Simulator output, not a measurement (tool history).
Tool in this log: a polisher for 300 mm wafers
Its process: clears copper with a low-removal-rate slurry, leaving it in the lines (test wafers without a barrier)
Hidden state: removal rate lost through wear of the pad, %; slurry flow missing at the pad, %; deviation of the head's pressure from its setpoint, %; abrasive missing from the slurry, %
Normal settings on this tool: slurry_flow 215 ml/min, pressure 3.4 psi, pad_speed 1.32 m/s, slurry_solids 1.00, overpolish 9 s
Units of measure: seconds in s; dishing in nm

| run | hour | slurry_flow | pressure | pad_speed | slurry_solids | overpolish | wafers since the last listed run | wafers polished on this pad | hours since the slurry nozzle was cleaned | hours since the head pressure was calibrated | hours since the slurry blender was calibrated | incoming thickness of the incoming film, nm | seconds | dishing |
|---|---|---|---|---|---|---|---|---|---|---|---|---|---|---|
| 1 | 0.0 | 195 | 3.4 | 1.52 | 1.00 | 9 | 0 | 286 | 355.0 | 1308.6 | 247.2 | 542.5 | 100.4 | 33.2 |
| 2 | 9.5 | 195 | 3.4 | 1.52 | 1.00 | 9 | 59 | 345 | 364.5 | 1318.1 | 256.7 | 537.9 | 99.9 | 34.6 |
| 3 | 19.4 | 195 | 3.4 | 1.52 | 1.00 | 9 | 62 | 407 | 374.4 | 1328.0 | 266.6 | 531.0 | 99.3 | 34.3 |
|  | 25.2 | worn pad replaced by a new one |
| 4 | 27.5 | 215 | 3.4 | 1.32 | 0.80 | 9 | 25 | 14 | 382.5 | 1336.1 | 274.7 | 534.2 | 117.6 | 29.8 |
| 5 | 44.1 | 215 | 3.4 | 1.32 | 0.80 | 9 | 104 | 118 | 399.1 | 1352.7 | 291.3 | 539.5 | 117.9 | 29.8 |
| 6 | 58.8 | 215 | 3.4 | 1.32 | 0.80 | 9 | 92 | 210 | 413.8 | 1367.4 | 306.0 | 545.0 | 120.3 | 28.9 |
|  | 94.7 | head pressure recalibrated |
|  | 107.3 | slurry nozzle cleaned |
|  | 108.6 | worn pad replaced by a new one |
| 7 | 109.2 | 215 | 4.2 | 1.32 | 1.00 | 6 | 289 | 3 | 1.9 | 14.5 | 356.4 | 536.7 | 96.9 | 26.1 |
| 8 | 122.8 | 215 | 3.4 | 1.32 | 1.20 | 9 | 85 | 89 | 15.5 | 28.1 | 370.0 | 537.7 | 109.3 | 31.5 |
| 9 | 129.0 | 215 | 3.4 | 1.32 | 1.00 | 8 | 38 | 128 | 21.7 | 34.3 | 376.2 | 531.1 | 110.1 | 28.4 |
| 10 | 139.5 | 150 | 3.4 | 1.32 | 1.15 | 9 | 65 | 193 | 32.2 | 44.8 | 386.7 | 539.5 | 115.1 | 29.4 |
| 11 | 152.7 | 215 | 4.1 | 0.92 | 1.00 | 9 | 82 | 276 | 45.4 | 58.0 | 399.9 | 539.5 | 144.5 | 25.0 |
| 12 | 159.5 | 195 | 3.4 | 1.52 | 1.00 | 9 | 42 | 319 | 52.2 | 64.8 | 406.7 | 545.0 | 100.9 | 34.4 |
|  | 170.2 | slurry blender recalibrated |
| 13 | 176.9 | 215 | 3.4 | 1.32 | 1.00 | 9 | 96 | 415 | 69.6 | 82.2 | 6.7 | 545.7 | 109.1 | 31.6 |
|  | 189.5 | worn pad replaced by a new one |
| 14 | 190.0 | 215 | 2.4 | 1.32 | 1.10 | 9 | 57 | 2 | 82.7 | 95.3 | 19.8 | 543.4 | 130.7 | 27.0 |
| 15 | 200.5 | 180 | 2.4 | 1.50 | 1.00 | 13 | 65 | 68 | 93.2 | 105.8 | 30.3 | 538.6 | 119.5 | 38.1 |
| 16 | 210.0 | 215 | 3.4 | 1.32 | 1.30 | 4 | 59 | 128 | 102.7 | 115.3 | 39.8 | 534.1 | 103.6 | 16.2 |
| 17 | 226.2 | 190 | 2.4 | 1.32 | 1.15 | 11 | 101 | 229 | 118.9 | 131.5 | 56.0 | 545.0 | 134.2 | 30.5 |
| 18 | 241.6 | 140 | 3.4 | 1.32 | 1.00 | 9 | 96 | 326 | 134.3 | 146.9 | 71.4 | 542.6 | 115.5 | 29.5 |

What if the next run were any one of these 3? Each begins from the tool's condition after run 18:
| A | 242.1 | 240 | 3.4 | 1.32 | 1.00 | 9 | 3 | 329 | 134.8 | 147.4 | 71.9 | 542.8 | ? | ? |
| B | 242.1 | 190 | 4.1 | 1.08 | 1.00 | 4 | 3 | 329 | 134.8 | 147.4 | 71.9 | 542.8 | ? | ? |
| C | 242.1 | 215 | 3.4 | 1.32 | 1.00 | 12 | 3 | 329 | 134.8 | 147.4 | 71.9 | 542.8 | ? | ? |

| run | seconds | dishing |
|---|---|---|
| A | 108.6 | 31.8 |
| B | 120.8 | 14.1 |
| C | 110.0 | 39.8 |
Without the tool's unlogged condition, the same runs would have read:
| run | seconds | dishing |
|---|---|---|
| A | 104.9 | 32.8 |
| B | 116.1 | 14.6 |
| C | 106.0 | 41.0 |

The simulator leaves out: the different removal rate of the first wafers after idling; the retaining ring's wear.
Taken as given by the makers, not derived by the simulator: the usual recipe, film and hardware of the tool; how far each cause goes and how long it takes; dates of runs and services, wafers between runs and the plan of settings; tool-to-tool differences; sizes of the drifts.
